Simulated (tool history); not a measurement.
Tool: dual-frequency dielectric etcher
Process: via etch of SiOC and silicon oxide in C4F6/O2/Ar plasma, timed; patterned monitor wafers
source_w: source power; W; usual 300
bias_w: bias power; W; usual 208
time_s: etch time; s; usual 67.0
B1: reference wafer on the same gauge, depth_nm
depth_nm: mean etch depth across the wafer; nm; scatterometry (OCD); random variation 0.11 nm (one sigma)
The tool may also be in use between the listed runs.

Run 1, day 0.000: usual settings but source_w 330 W; B1 71.1. Result: depth_nm 72.1 nm.
Run 2, day 1.825: usual settings but source_w 330 W; B1 71.1. Result: depth_nm 72.1 nm.
Run 3, day 3.692: usual settings but source_w 330 W; B1 71.1. Result: depth_nm 72.4 nm.
Run 4, day 5.392: usual settings but bias_w 240 W; B1 71.1. Result: depth_nm 74.3 nm.
Run 5, day 8.167: usual settings; B1 71.1. Result: depth_nm 69.8 nm.
Run 6, day 10.633: usual settings; B1 71.1. Result: depth_nm 69.9 nm.
Run 7, day 13.421: usual settings; B1 71.1. Result: depth_nm 70.1 nm.
At day 14.721: wet clean of the chamber.
Run 8, day 14.742: usual settings; B1 71.1. Result: depth_nm 69.2 nm.
Run 9, day 17.329: usual settings; B1 71.1. Result: depth_nm 69.3 nm.
At day 18.658: gauge calibrated.
Run 10, day 19.792: usual settings; B1 71.1. Result: depth_nm 69.7 nm.
Run 11, day 22.429: usual settings but source_w 280 W; B1 71.1. Result: depth_nm 68.0 nm.
Run 12, day 24.025: usual settings but source_w 280 W; B1 71.1. Result: depth_nm 67.9 nm.
At day 26.604: source power generator calibrated.
At day 27.296: upper electrode replaced.
At day 27.904: bias power generator calibrated.
At day 28.312: wet clean of the chamber.
Run 13, day 28.333: usual settings but bias_w 259 W, time_s 59.0 s; B1 71.1. Result: depth_nm 68.9 nm.
Run 14, day 28.346: usual settings; B1 71.1. Result: depth_nm 71.1 nm.
Run 15, day 29.592: usual settings but time_s 84.0 s; B1 71.1. Result: depth_nm 89.0 nm.
Run 16, day 30.929: usual settings but time_s 84.0 s; B1 71.1. Result: depth_nm 88.9 nm.
Run 17, day 33.558: usual settings but source_w 280 W, bias_w 168 W, time_s 54.5 s; B1 71.1. Result: depth_nm 51.4 nm.
Run 18, day 36.371: usual settings; B1 71.1. Result: depth_nm 71.1 nm.
Run 19, day 38.842: usual settings but source_w 270 W, time_s 59.0 s; B1 71.1. Result: depth_nm 60.4 nm.
Run 20, day 39.875: usual settings but source_w 330 W, bias_w 254 W, time_s 84.5 s; B1 71.1. Result: depth_nm 101.4 nm.
Run 21, day 42.854: usual settings but source_w 360 W, bias_w 180 W, time_s 85.5 s; B1 71.1. Result: depth_nm 91.6 nm.
At day 44.408: wet clean of the chamber.
Run 22, day 45.733: usual settings; B1 71.1. Result: depth_nm 71.0 nm.
Run 23, day 48.267: usual settings but source_w 280 W, bias_w 226 W, time_s 74.0 s; B1 71.1. Result: depth_nm 79.3 nm.
Run 24, day 50.538: usual settings but source_w 260 W, bias_w 226 W, time_s 86.0 s; B1 71.1. Result: depth_nm 89.8 nm.

4 ways to go on from here, each from the tool as it stands after run 24. What would each give?
Run A, day 50.554: usual settings; B1 ?. Result: depth_nm ?.
Run B, day 50.554: usual settings but source_w 220 W, bias_w 245 W, time_s 85.0 s; B1 ?. Result: depth_nm ?.
Run C, day 50.554: usual settings but source_w 340 W, bias_w 246 W, time_s 57.0 s; B1 ?. Result: depth_nm ?.
Run D, day 50.554: usual settings but source_w 340 W, bias_w 222 W; B1 ?. Result: depth_nm ?.

run    B1  depth_nm
  A  71.1      71.2
  B  71.1      86.7
  C  71.1      68.3
  D  71.1      76.8
Without the tool's hidden state the same runs would have given:
run  depth_nm
  A      70.9
  B      86.3
  C      67.9
  D      76.4
